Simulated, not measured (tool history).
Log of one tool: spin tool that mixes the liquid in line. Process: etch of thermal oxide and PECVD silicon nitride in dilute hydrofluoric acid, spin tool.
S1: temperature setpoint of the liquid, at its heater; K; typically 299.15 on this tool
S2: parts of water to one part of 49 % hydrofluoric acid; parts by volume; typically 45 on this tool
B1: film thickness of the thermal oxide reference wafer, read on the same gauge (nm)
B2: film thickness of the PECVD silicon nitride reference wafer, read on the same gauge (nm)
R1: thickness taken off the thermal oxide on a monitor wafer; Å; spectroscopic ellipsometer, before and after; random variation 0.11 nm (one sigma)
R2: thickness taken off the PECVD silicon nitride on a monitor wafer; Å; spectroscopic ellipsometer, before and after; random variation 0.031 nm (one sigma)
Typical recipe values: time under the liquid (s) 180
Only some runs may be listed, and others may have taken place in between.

{"run": 1, "day": 0.0, "S1": 299.15, "S2": 40, "time under the liquid (s)": 180, "B1": 99.99, "B2": 129.98, "R1": 262.7, "R2": 116.7}
{"run": 2, "day": 1.188, "S1": 299.15, "S2": 40, "time under the liquid (s)": 180, "B1": 100.03, "B2": 129.98, "R1": 264.5, "R2": 116.4}
{"run": 3, "day": 1.75, "S1": 299.15, "S2": 45, "time under the liquid (s)": 180, "B1": 99.97, "B2": 129.99, "R1": 235.3, "R2": 104.6}
{"run": 4, "day": 3.062, "S1": 299.15, "S2": 45, "time under the liquid (s)": 180, "B1": 100.06, "B2": 129.99, "R1": 234.9, "R2": 104.2}
{"run": 5, "day": 4.396, "S1": 302.15, "S2": 45, "time under the liquid (s)": 180, "B1": 100.02, "B2": 130.03, "R1": 263.1, "R2": 127.6}
{"day": 4.55, "done": "thermometer replaced"}
{"run": 6, "day": 5.867, "S1": 302.15, "S2": 45, "time under the liquid (s)": 180, "B1": 99.99, "B2": 130.01, "R1": 253.2, "R2": 118.2}
{"run": 7, "day": 9.308, "S1": 299.15, "S2": 35, "time under the liquid (s)": 180, "B1": 99.98, "B2": 129.95, "R1": 293.8, "R2": 124.7}
{"run": 8, "day": 10.288, "S1": 299.15, "S2": 35, "time under the liquid (s)": 180, "B1": 100.01, "B2": 130.01, "R1": 291.7, "R2": 125.2}
{"day": 11.625, "done": "hydrofluoric acid flow meter replaced"}
{"run": 9, "day": 11.712, "S1": 300.15, "S2": 45, "time under the liquid (s)": 180, "B1": 100.03, "B2": 129.99, "R1": 234.5, "R2": 104.9}
{"day": 12.238, "done": "gauge calibrated"}
{"run": 10, "day": 12.725, "S1": 299.15, "S2": 45, "time under the liquid (s)": 205, "B1": 100, "B2": 129.95, "R1": 257.4, "R2": 112}
{"run": 11, "day": 13.862, "S1": 302.65, "S2": 55, "time under the liquid (s)": 95, "B1": 99.99, "B2": 130, "R1": 110.3, "R2": 53.6}
{"run": 12, "day": 15.033, "S1": 299.15, "S2": 45, "time under the liquid (s)": 180, "B1": 99.98, "B2": 129.98, "R1": 226.2, "R2": 99}
{"run": 13, "day": 16.438, "S1": 299.15, "S2": 45, "time under the liquid (s)": 180, "B1": 100, "B2": 130.02, "R1": 227, "R2": 99}
{"run": 14, "day": 17.55, "S1": 299.15, "S2": 45, "time under the liquid (s)": 110, "B1": 100, "B2": 129.98, "R1": 139.2, "R2": 60.5}
{"run": 15, "day": 18.954, "S1": 296.65, "S2": 45, "time under the liquid (s)": 180, "B1": 100, "B2": 129.98, "R1": 203.7, "R2": 84.2}
{"run": 16, "day": 20.096, "S1": 299.15, "S2": 25, "time under the liquid (s)": 180, "B1": 99.98, "B2": 130.02, "R1": 423.4, "R2": 175.7}
{"run": 17, "day": 21.229, "S1": 299.15, "S2": 35, "time under the liquid (s)": 180, "B1": 100.02, "B2": 129.99, "R1": 297.4, "R2": 127.2}
{"run": 18, "day": 22.408, "S1": 294.15, "S2": 35, "time under the liquid (s)": 75, "B1": 100.03, "B2": 130.02, "R1": 99.7, "R2": 37.7}
{"run": 19, "day": 22.996, "S1": 299.15, "S2": 45, "time under the liquid (s)": 180, "B1": 100.02, "B2": 130.01, "R1": 227.2, "R2": 99.7}
{"run": 20, "day": 24.054, "S1": 297.65, "S2": 35, "time under the liquid (s)": 115, "B1": 100, "B2": 130.01, "R1": 178.7, "R2": 74}
{"run": 21, "day": 25.517, "S1": 299.15, "S2": 45, "time under the liquid (s)": 80, "B1": 99.97, "B2": 129.99, "R1": 102.2, "R2": 44.5}
{"run": 22, "day": 26.333, "S1": 299.15, "S2": 40, "time under the liquid (s)": 210, "B1": 99.99, "B2": 130, "R1": 303.3, "R2": 131.3}
{"run": 23, "day": 27.817, "S1": 299.15, "S2": 45, "time under the liquid (s)": 180, "B1": 100, "B2": 129.98, "R1": 228.7, "R2": 100.6}
{"run": 24, "day": 28.788, "S1": 299.15, "S2": 45, "time under the liquid (s)": 180, "B1": 99.97, "B2": 130.02, "R1": 228, "R2": 100.6}
{"run": 25, "day": 29.933, "S1": 301.15, "S2": 55, "time under the liquid (s)": 140, "B1": 100.01, "B2": 130.01, "R1": 155.7, "R2": 73.3}
{"run": 26, "day": 30.962, "S1": 300.65, "S2": 35, "time under the liquid (s)": 245, "B1": 100.01, "B2": 129.96, "R1": 432.7, "R2": 193.6}
{"run": 27, "day": 32.375, "S1": 299.15, "S2": 45, "time under the liquid (s)": 180, "B1": 100, "B2": 129.98, "R1": 231.1, "R2": 101.8}

Forecast each of these 3 alternatives for the next run:
{"run": "A", "day": 32.396, "S1": 299.15, "S2": 45, "time under the liquid (s)": 180, "B1": "?", "B2": "?", "R1": "?", "R2": "?"}
{"run": "B", "day": 32.396, "S1": 300.65, "S2": 45, "time under the liquid (s)": 135, "B1": "?", "B2": "?", "R1": "?", "R2": "?"}
{"run": "C", "day": 32.396, "S1": 300.65, "S2": 45, "time under the liquid (s)": 250, "B1": "?", "B2": "?", "R1": "?", "R2": "?"}

run=A B1=100.03 B2=130.03 R1=230.9 R2=101
run=B B1=100.03 B2=130.03 R1=183.9 R2=83.6
run=C B1=100.03 B2=130.03 R1=340.6 R2=154.8
Stripped of hidden state, with their random variation kept, the same runs would have yielded:
run=A R1=223.1 R2=95.5
run=B R1=177.8 R2=79.1
run=C R1=329.3 R2=146.5

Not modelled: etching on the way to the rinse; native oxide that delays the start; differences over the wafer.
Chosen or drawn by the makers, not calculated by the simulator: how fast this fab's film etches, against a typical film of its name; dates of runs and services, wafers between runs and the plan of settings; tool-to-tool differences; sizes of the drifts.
